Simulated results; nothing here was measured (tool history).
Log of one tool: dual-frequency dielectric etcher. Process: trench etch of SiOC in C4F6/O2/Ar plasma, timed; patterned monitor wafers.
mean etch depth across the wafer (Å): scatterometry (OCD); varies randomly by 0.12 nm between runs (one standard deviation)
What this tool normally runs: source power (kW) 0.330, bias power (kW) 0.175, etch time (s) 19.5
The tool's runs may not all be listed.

run   hour  source power (kW)  bias power (kW)  etch time (s)  wafers since the last listed run  hours since the last wet clean  hours since the last source power generator calibration  hours since the last bias power generator calibration  hours since the last upper electrode change  hours since the gauge calibration  read-back reference wafer on the same gauge, depth_nm  mean etch depth across the wafer (Å)
  1    0.0              0.330            0.175           19.5                                 0                           370.3                                                   2144.0                                                 2639.6                                       2121.3                              118.5                                                  40.13                                 407.3
  2   17.9              0.330            0.175           19.5                               370                           388.2                                                   2161.9                                                 2657.5                                       2139.2                              136.4                                                  40.07                                 407.3
  3   40.5              0.330            0.175           19.5                               467                           410.8                                                   2184.5                                                 2680.1                                       2161.8                              159.0                                                  40.12                                 407.7
  4   68.6              0.330            0.175           19.5                               581                           438.9                                                   2212.6                                                 2708.2                                       2189.9                              187.1                                                  40.09                                 412.1
  5  103.4              0.330            0.175           19.5                               719                           473.7                                                   2247.4                                                 2743.0                                       2224.7                              221.9                                                  40.11                                 409.3
     161.5  -- wet clean of the chamber
     165.0  -- upper electrode replaced, of another model than before
  6  185.3              0.330            0.175           19.5                              1124                            23.8                                                   2329.3                                                 2824.9                                         20.3                              303.8                                                  40.10                                 395.8
     189.7  -- gauge calibrated
     197.6  -- bias power generator calibrated
  7  212.8              0.330            0.175           19.5                               485                            51.3                                                   2356.8                                                   15.2                                         47.8                               23.1                                                  40.11                                 394.5
  8  231.4              0.310            0.213           25.5                               384                            69.9                                                   2375.4                                                   33.8                                         66.4                               41.7                                                  40.13                                 534.3
  9  251.4              0.310            0.213           25.5                               413                            89.9                                                   2395.4                                                   53.8                                         86.4                               61.7                                                  40.10                                 532.2
 10  265.5              0.330            0.175           19.5                               291                           104.0                                                   2409.5                                                   67.9                                        100.5                               75.8                                                  40.10                                 397.5
 11  287.2              0.270            0.153           23.0                               448                           125.7                                                   2431.2                                                   89.6                                        122.2                               97.5                                                  40.10                                 393.1
 12  320.7              0.330            0.175           21.0                               692                           159.2                                                   2464.7                                                  123.1                                        155.7                              131.0                                                  40.08                                 429.6
     328.3  -- source power generator calibrated
 13  374.3              0.370            0.195           19.5                              1025                           212.8                                                     46.0                                                  176.7                                        209.3                              184.6                                                  40.10                                 447.8
 14  393.4              0.330            0.214           14.0                               394                           231.9                                                     65.1                                                  195.8                                        228.4                              203.7                                                  40.13                                 309.3
 15  424.8              0.330            0.132           19.5                               649                           263.3                                                     96.5                                                  227.2                                        259.8                              235.1                                                  40.12                                 367.6

Subtracting, for every run, the result it would have given without the tool's unlogged condition from the measured result gives the following. The same run-to-run variation enters both numbers; the gauge's scatter may not:
Hidden conditions of the tool in this case: etch rate over this chamber's usual, %; source power that arrives over what is set, %; bias power that arrives over what is set, %; gauge reads high (%).
run  mean etch depth across the wafer (Å)
  1                                 +14.7
  2                                 +15.3
  3                                 +16.2
  4                                 +17.4
  5                                 +18.5
  6                                  +2.7
  7                                  +3.7
  8                                  +5.9
  9                                  +6.8
 10                                  +5.6
 11                                  +6.3
 12                                  +8.3
 13                                 +10.8
 14                                  +8.0
 15                                 +10.5
